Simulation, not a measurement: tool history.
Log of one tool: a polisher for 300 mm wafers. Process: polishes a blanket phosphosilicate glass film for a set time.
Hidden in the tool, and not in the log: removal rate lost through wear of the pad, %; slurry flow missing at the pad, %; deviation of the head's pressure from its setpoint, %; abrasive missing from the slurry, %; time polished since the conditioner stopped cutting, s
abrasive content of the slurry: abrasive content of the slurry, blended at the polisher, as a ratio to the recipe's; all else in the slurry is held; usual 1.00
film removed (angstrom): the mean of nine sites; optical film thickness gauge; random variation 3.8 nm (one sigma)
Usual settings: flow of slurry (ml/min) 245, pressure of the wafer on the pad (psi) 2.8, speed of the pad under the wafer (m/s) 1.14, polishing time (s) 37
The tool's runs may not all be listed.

run    hour  flow of slurry (ml/min)  pressure of the wafer on the pad (psi)  speed of the pad under the wafer (m/s)  abrasive content of the slurry  polishing time (s)  wafers since the last listed run  wafers polished on this pad  hours since the slurry nozzle was cleaned  hours since the head pressure was calibrated  hours since the slurry blender was calibrated  hours since the conditioning disc was replaced  incoming thickness of the incoming film, nm  film removed (angstrom)
  1     0.0                      245                                     2.8                                    1.14                            1.00                  37                                 0                         1607                                      191.3                                         353.3                                          263.3                                           387.8                                       3778.4                     2808
       33.0  -- conditioning disc replaced and pad reconditioned
  2    57.9                      245                                     2.8                                    1.14                            1.00                  37                               493                         2101                                      249.2                                         411.2                                          321.2                                            24.9                                       3827.3                     2810
  3   126.5                      245                                     2.5                                    1.14                            1.00                  37                               606                         2707                                      317.8                                         479.8                                          389.8                                            93.5                                       3719.7                     2610
      152.6  -- slurry blender recalibrated
      162.9  -- slurry nozzle cleaned
  4   184.2                      245                                     2.5                                    1.14                            1.00                  37                               483                         3190                                       21.3                                         537.5                                           31.6                                           151.2                                       3779.7                     2739
  5   225.0                      245                                     2.5                                    1.14                            1.00                  37                               360                         3551                                       62.1                                         578.3                                           72.4                                           192.0                                       3756.3                     2776
      251.4  -- head pressure recalibrated
      256.5  -- worn pad replaced by a new one
  6   288.0                      245                                     2.8                                    1.14                            1.00                  37                               503                          278                                      125.1                                          36.6                                          135.4                                           255.0                                       3846.5                     2699
  7   312.7                      245                                     2.8                                    1.14                            1.00                  37                               218                          496                                      149.8                                          61.3                                          160.1                                           279.7                                       3775.4                     2673
  8   371.3                      270                                     3.4                                    0.98                            0.85                  37                               517                         1014                                      208.4                                         119.9                                          218.7                                           338.3                                       3808.1                     2505
  9   411.1                      245                                     2.8                                    1.14                            1.00                  41                               351                         1366                                      248.2                                         159.7                                          258.5                                           378.1                                       3750.1                     3049
      439.4  -- conditioning disc replaced and pad reconditioned
 10   440.4                      245                                     2.8                                    1.28                            0.85                  50                               241                         1607                                      277.5                                         189.0                                          287.8                                             1.0                                       3779.5                     3642
 11   467.6                      245                                     2.8                                    1.14                            1.30                  46                               240                         1847                                      304.7                                         216.2                                          315.0                                            28.2                                       3733.5                     3719
 12   494.8                      245                                     3.5                                    1.14                            1.00                  44                               240                         2088                                      331.9                                         243.4                                          342.2                                            55.4                                       3696.0                     3675
 13   561.1                      245                                     2.5                                    1.14                            1.00                  37                               585                         2673                                      398.2                                         309.7                                          408.5                                           121.7                                       3790.9                     2595
      585.2  -- slurry blender recalibrated
      605.6  -- worn pad replaced by a new one
      609.6  -- slurry nozzle cleaned
 14   627.2                      245                                     2.8                                    0.88                            1.00                  47                               522                          182                                       17.6                                         375.8                                           42.0                                           187.8                                       3766.9                     2986
 15   690.5                      180                                     2.8                                    0.90                            1.00                  37                               559                          741                                       80.9                                         439.1                                          105.3                                           251.1                                       3778.5                     2271
 16   737.4                      245                                     2.8                                    1.02                            1.00                  37                               414                         1156                                      127.8                                         486.0                                          152.2                                           298.0                                       3771.2                     2635
 17   781.0                      245                                     2.8                                    1.14                            1.00                  46                               385                         1541                                      171.4                                         529.6                                          195.8                                           341.6                                       3704.0                     3601
      787.5  -- conditioning disc replaced and pad reconditioned
      821.7  -- head pressure recalibrated
 18   832.6                      245                                     2.8                                    1.14                            1.00                  45                               420                         1961                                      223.0                                          10.9                                          247.4                                            45.1                                       3827.6                     3245
 19   890.2                      315                                     3.3                                    1.26                            1.00                  41                               508                         2470                                      280.6                                          68.5                                          305.0                                           102.7                                       3773.9                     3732
 20   922.3                      245                                     2.2                                    1.44                            1.00                  37                               283                         2754                                      312.7                                         100.6                                          337.1                                           134.8                                       3721.5                     2803
      970.4  -- slurry nozzle cleaned
      974.8  -- worn pad replaced by a new one
 21   975.2                      245                                     3.3                                    1.14                            1.00                  37                               423                            3                                        4.8                                         153.5                                          390.0                                           187.7                                       3749.2                     3181
     1017.4  -- slurry blender recalibrated
 22  1029.9                      180                                     2.8                                    0.82                            1.00                  37                               465                          468                                       59.5                                         208.2                                           12.5                                           242.4                                       3697.9                     2083
 23  1100.8                      245                                     2.8                                    1.52                            1.00                  30                               626                         1095                                      130.4                                         279.1                                           83.4                                           313.3                                       3697.2                     2849
 24  1135.0                      245                                     3.3                                    1.14                            1.00                  37                               302                         1397                                      164.6                                         313.3                                          117.6                                           347.5                                       3842.8                     3115
 25  1175.4                      245                                     2.8                                    1.14                            1.00                  37                               356                         1754                                      205.0                                         353.7                                          158.0                                           387.9                                       3828.4                     2807
 26  1219.8                      245                                     2.8                                    0.82                            1.25                  33                               392                         2146                                      249.4                                         398.1                                          202.4                                           432.3                                       3779.0                     2116

The same runs without the tool's hidden state, with the same run-to-run variation:
run  film removed (angstrom)
  1                     2807
  2                     2807
  3                     2599
  4                     2584
  5                     2636
  6                     2790
  7                     2767
  8                     2586
  9                     3156
 10                     3766
 11                     3840
 12                     3788
 13                     2660
 14                     2883
 15                     2227
 16                     2578
 17                     3530
 18                     3386
 19                     3850
 20                     2914
 21                     3129
 22                     2079
 23                     2850
 24                     3123
 25                     2817
 26                     2123
